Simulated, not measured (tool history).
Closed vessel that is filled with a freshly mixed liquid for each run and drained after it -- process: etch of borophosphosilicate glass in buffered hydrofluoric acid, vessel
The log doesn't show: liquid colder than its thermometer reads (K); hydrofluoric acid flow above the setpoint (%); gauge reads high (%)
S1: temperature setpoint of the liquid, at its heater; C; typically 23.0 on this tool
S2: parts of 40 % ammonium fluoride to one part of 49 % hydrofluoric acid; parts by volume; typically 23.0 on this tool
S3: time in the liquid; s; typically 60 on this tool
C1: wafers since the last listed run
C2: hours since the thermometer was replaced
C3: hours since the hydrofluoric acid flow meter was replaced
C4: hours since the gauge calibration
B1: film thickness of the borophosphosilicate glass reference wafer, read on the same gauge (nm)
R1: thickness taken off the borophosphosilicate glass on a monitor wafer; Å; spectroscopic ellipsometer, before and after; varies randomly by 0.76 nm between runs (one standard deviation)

Run 1, hour 0.0: usual settings but S2 28.5 parts by volume; C1 0; C2 447.9; C3 173.4; C4 215.0; B1 80.01. Result: R1 745.8 Å.
Run 2, hour 54.8: usual settings; C1 7916; C2 502.7; C3 228.2; C4 269.8; B1 80.02. Result: R1 855.9 Å.
Run 3, hour 105.9: usual settings but S2 18.5 parts by volume; C1 7382; C2 553.8; C3 279.3; C4 320.9; B1 80.06. Result: R1 1025.5 Å.
Run 4, hour 158.7: usual settings but S2 18.5 parts by volume; C1 7627; C2 606.6; C3 332.1; C4 373.7; B1 79.94. Result: R1 1029.0 Å.
Run 5, hour 196.2: usual settings; C1 5417; C2 644.1; C3 369.6; C4 411.2; B1 80.04. Result: R1 844.1 Å.
Run 6, hour 246.9: usual settings; C1 7324; C2 694.8; C3 420.3; C4 461.9; B1 80.01. Result: R1 858.8 Å.
Run 7, hour 279.4: usual settings; C1 4695; C2 727.3; C3 452.8; C4 494.4; B1 80.01. Result: R1 857.3 Å.
Run 8, hour 325.2: usual settings; C1 6616; C2 773.1; C3 498.6; C4 540.2; B1 80.00. Result: R1 849.5 Å.
Run 9, hour 369.3: usual settings; C1 6370; C2 817.2; C3 542.7; C4 584.3; B1 80.01. Result: R1 852.5 Å.
Run 10, hour 397.0: usual settings; C1 4001; C2 844.9; C3 570.4; C4 612.0; B1 79.99. Result: R1 861.3 Å.
Run 11, hour 460.1: usual settings; C1 9115; C2 908.0; C3 633.5; C4 675.1; B1 80.04. Result: R1 846.8 Å.
Run 12, hour 519.1: usual settings; C1 8523; C2 967.0; C3 692.5; C4 734.1; B1 80.03. Result: R1 855.9 Å.
Run 13, hour 581.5: usual settings; C1 9014; C2 1029.4; C3 754.9; C4 796.5; B1 80.02. Result: R1 837.9 Å.
Run 14, hour 612.3: usual settings; C1 4449; C2 1060.2; C3 785.7; C4 827.3; B1 79.99. Result: R1 836.5 Å.
Run 15, hour 681.3: usual settings but S1 25.5 C; C1 9968; C2 1129.2; C3 854.7; C4 896.3; B1 80.06. Result: R1 966.1 Å.
Run 16, hour 713.7: usual settings; C1 4680; C2 1161.6; C3 887.1; C4 928.7; B1 79.96. Result: R1 836.6 Å.
At hour 729.0: hydrofluoric acid flow meter replaced.
Run 17, hour 752.1: usual settings but S1 21.5 C; C1 5402; C2 1200.0; C3 23.1; C4 967.1; B1 79.99. Result: R1 769.3 Å.
At hour 791.4: gauge calibrated.
Run 18, hour 819.7: usual settings but S2 29.5 parts by volume, S3 30 s; C1 9765; C2 1267.6; C3 90.7; C4 28.3; B1 79.97. Result: R1 352.7 Å.
Run 19, hour 846.4: usual settings but S2 25.5 parts by volume; C1 3857; C2 1294.3; C3 117.4; C4 55.0; B1 80.01. Result: R1 775.9 Å.
Run 20, hour 893.4: usual settings but S1 25.5 C, S2 20.5 parts by volume, S3 30 s; C1 6789; C2 1341.3; C3 164.4; C4 102.0; B1 80.03. Result: R1 511.4 Å.
Run 21, hour 948.5: usual settings but S1 24.5 C, S2 16.0 parts by volume, S3 50 s; C1 7959; C2 1396.4; C3 219.5; C4 157.1; B1 80.00. Result: R1 1033.0 Å.
Run 22, hour 987.5: usual settings but S2 18.5 parts by volume, S3 80 s; C1 5634; C2 1435.4; C3 258.5; C4 196.1; B1 80.00. Result: R1 1321.1 Å.
At hour 999.4: thermometer replaced.
Run 23, hour 1038.7: usual settings but S2 25.5 parts by volume, S3 75 s; C1 7252; C2 39.3; C3 309.7; C4 247.3; B1 79.95. Result: R1 1014.4 Å.
Run 24, hour 1075.1: usual settings but S2 18.5 parts by volume, S3 80 s; C1 5258; C2 75.7; C3 346.1; C4 283.7; B1 80.01. Result: R1 1376.7 Å.
Run 25, hour 1140.3: usual settings; C1 9419; C2 140.9; C3 411.3; C4 348.9; B1 79.95. Result: R1 877.9 Å.
Run 26, hour 1171.8: usual settings but S2 30.0 parts by volume; C1 4550; C2 172.4; C3 442.8; C4 380.4; B1 80.04. Result: R1 726.9 Å.
Run 27, hour 1213.9: usual settings but S1 25.5 C, S2 19.5 parts by volume, S3 85 s; C1 6081; C2 214.5; C3 484.9; C4 422.5; B1 79.99. Result: R1 1585.3 Å.
Run 28, hour 1281.2: usual settings but S1 26.5 C; C1 9722; C2 281.8; C3 552.2; C4 489.8; B1 79.94. Result: R1 1032.3 Å.
Run 29, hour 1335.3: usual settings but S3 30 s; C1 7815; C2 335.9; C3 606.3; C4 543.9; B1 80.01. Result: R1 432.4 Å.
Run 30, hour 1388.0: usual settings but S1 18.5 C, S3 50 s; C1 7613; C2 388.6; C3 659.0; C4 596.6; B1 80.03. Result: R1 566.0 Å.
Run 31, hour 1442.4: usual settings; C1 7858; C2 443.0; C3 713.4; C4 651.0; B1 79.99. Result: R1 859.2 Å.

Alternative continuations, all from the tool just after run 31; predict every row:
Run A, hour 1443.1: usual settings; C1 101; C2 443.7; C3 714.1; C4 651.7; B1 ?. Result: R1 ?.
Run B, hour 1443.1: usual settings but S1 19.5 C; C1 101; C2 443.7; C3 714.1; C4 651.7; B1 ?. Result: R1 ?.
Run C, hour 1443.1: usual settings but S2 20.5 parts by volume; C1 101; C2 443.7; C3 714.1; C4 651.7; B1 ?. Result: R1 ?.

run     B1     R1
  A  79.99  872.5
  B  79.99  718.8
  C  79.99  944.8
Stripped of hidden state, with their random variation kept, the same runs would have yielded:
run     R1
  A  894.7
  B  737.5
  C  968.8
